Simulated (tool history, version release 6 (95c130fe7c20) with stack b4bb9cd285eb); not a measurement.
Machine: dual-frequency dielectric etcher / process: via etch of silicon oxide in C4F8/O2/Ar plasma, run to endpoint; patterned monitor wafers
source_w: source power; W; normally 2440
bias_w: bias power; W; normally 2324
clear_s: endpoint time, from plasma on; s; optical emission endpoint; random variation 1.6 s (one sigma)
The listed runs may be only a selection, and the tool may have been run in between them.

| run | hour | source_w | bias_w | incoming incoming film thickness, nm | clear_s |
|---|---|---|---|---|---|
| 1 | 0 | 2440 | 2324 | 1798.1 | 301.9 |
| 2 | 48.7 | 2440 | 2324 | 1834.6 | 308.4 |
|  | 139.9 | wet clean of the chamber |
| 3 | 155.4 | 2440 | 2324 | 1801.1 | 294 |
| 4 | 233.6 | 2440 | 2324 | 1814.3 | 297.5 |
| 5 | 294.4 | 2440 | 2324 | 1809.4 | 295.3 |
| 6 | 423.5 | 2440 | 2324 | 1827 | 303.3 |
| 7 | 476.5 | 2440 | 2324 | 1838.2 | 309 |
|  | 587.1 | wet clean of the chamber |
| 8 | 587.6 | 2440 | 2324 | 1810.2 | 296 |
| 9 | 624.7 | 2170 | 2596 | 1808.9 | 307.1 |
|  | 629 | bias power generator calibrated |
| 10 | 706.3 | 2170 | 2596 | 1819.2 | 307.3 |
| 11 | 809.4 | 2440 | 2324 | 1824.2 | 301 |
| 12 | 865.6 | 2440 | 2324 | 1815.2 | 301.9 |
| 13 | 904.9 | 2040 | 2174 | 1809.8 | 335 |
|  | 994.6 | wet clean of the chamber |
| 14 | 1012.2 | 2440 | 2324 | 1810.3 | 296.2 |
| 15 | 1094.8 | 1980 | 1800 | 1815.6 | 353.1 |
|  | 1151.4 | source power generator calibrated |
| 16 | 1192.3 | 2770 | 2163 | 1815.2 | 288.4 |
|  | 1219.7 | upper electrode replaced |
| 17 | 1270.3 | 2210 | 2761 | 1836 | 310.4 |
| 18 | 1340.1 | 2170 | 2596 | 1809 | 310.9 |
| 19 | 1417.9 | 2910 | 2092 | 1815.4 | 291.4 |
| 20 | 1460.8 | 2860 | 2171 | 1807.5 | 285.3 |
|  | 1500.8 | wet clean of the chamber |
| 21 | 1518.2 | 2130 | 2010 | 1817.5 | 328.5 |
| 22 | 1566.3 | 2600 | 2596 | 1817.1 | 282 |
| 23 | 1621 | 2240 | 1788 | 1830.1 | 336.6 |
| 24 | 1672.3 | 2440 | 2324 | 1810.2 | 298.4 |
| 25 | 1712.9 | 3000 | 2755 | 1816.7 | 260.5 |
| 26 | 1793.5 | 2950 | 2798 | 1816 | 261.8 |

Forecast each of these 4 alternatives for the next run:
| A | 1794 | 2250 | 2324 | 1817.9 | ? |
| B | 1794 | 2880 | 1781 | 1817.9 | ? |
| C | 1794 | 2270 | 1813 | 1817.9 | ? |
| D | 1794 | 2940 | 2808 | 1817.9 | ? |

| run | clear_s |
|---|---|
| A | 314.1 |
| B | 296.2 |
| C | 331.7 |
| D | 263 |
With no hidden state in the tool, these same runs would have given:
| run | clear_s |
|---|---|
| A | 307 |
| B | 289.6 |
| C | 324.3 |
| D | 257.1 |
